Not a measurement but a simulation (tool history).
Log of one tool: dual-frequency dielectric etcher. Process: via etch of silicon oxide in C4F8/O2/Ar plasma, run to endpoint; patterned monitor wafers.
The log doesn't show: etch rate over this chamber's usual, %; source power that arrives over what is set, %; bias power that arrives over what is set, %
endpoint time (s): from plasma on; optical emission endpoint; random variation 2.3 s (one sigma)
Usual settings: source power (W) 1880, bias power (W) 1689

run	hour	source power (W)	bias power (W)	wafers since the last listed run	hours since the last wet clean	hours since the last source power generator calibration	hours since the last bias power generator calibration	hours since the last upper electrode change	incoming incoming film thickness, nm	endpoint time (s)
1	0	2180	1689	0	279.2	2162.8	1606.7	3110.2	2128	420.6
2	62.8	2180	1689	208	342	2225.6	1669.5	3173	2134.9	422.9
3	107.5	1880	1689	148	386.7	2270.3	1714.2	3217.7	2159.2	449.5
# hour 202.7: wet clean of the chamber
4	209.3	1880	1689	257	6.6	2372.1	1816	3319.5	2150.4	425.9
5	270.7	1540	1359	203	68	2433.5	1877.4	3380.9	2147.4	472
6	361.3	1540	1359	300	158.6	2524.1	1968	3471.5	2165.9	475.8
7	418.4	1880	1689	189	215.7	2581.2	2025.1	3528.6	2143	433.2
8	497.9	1880	1689	263	295.2	2660.7	2104.6	3608.1	2120.6	436.2
9	551	1880	1689	175	348.3	2713.8	2157.7	3661.2	2148.3	443.2
# hour 677.2: wet clean of the chamber
# hour 724.4: upper electrode replaced
10	853.8	1880	1523	844	176.6	3016.6	2460.5	129.4	2155.9	439.3
# hour 976.4: source power generator calibrated
11	1077.4	1740	2100	727	400.2	101	2684.1	353	2141.7	434.4
12	1117	1880	1538	131	439.8	140.6	2723.7	392.6	2146.2	450
# hour 1201.3: wet clean of the chamber
13	1206.8	1880	1689	218	5.5	230.4	2813.5	482.4	2126.4	420.4
# hour 1215: bias power generator calibrated
14	1298.2	1880	1689	289	96.9	321.8	83.2	573.8	2153.9	431.6
15	1390.5	1880	1947	305	189.2	414.1	175.5	666.1	2143.1	422
16	1491.8	2020	1897	335	290.5	515.4	276.8	767.4	2159.3	421.5
17	1597.9	1880	1689	351	396.6	621.5	382.9	873.5	2138.7	442.1
# hour 1668.1: wet clean of the chamber
18	1679.6	2180	1844	191	11.5	703.2	464.6	955.2	2141.9	397.1

Hidden state or all else? Some run-to-run changes of endpoint time (s), split into what the settings, what came in and random variation would give without the hidden state, and what is left for the hidden state (with any gauge scatter that isn't in both results):
Run 4 -> 5: source power (W) 1880 -> 1540, bias power (W) 1689 -> 1359. endpoint time (s) +46.1: hidden state +3.4, all else +42.7.
Run 12 -> 13: bias power (W) 1538 -> 1689, wet clean of the chamber. endpoint time (s) -29.6: hidden state -19.9, all else -9.7.
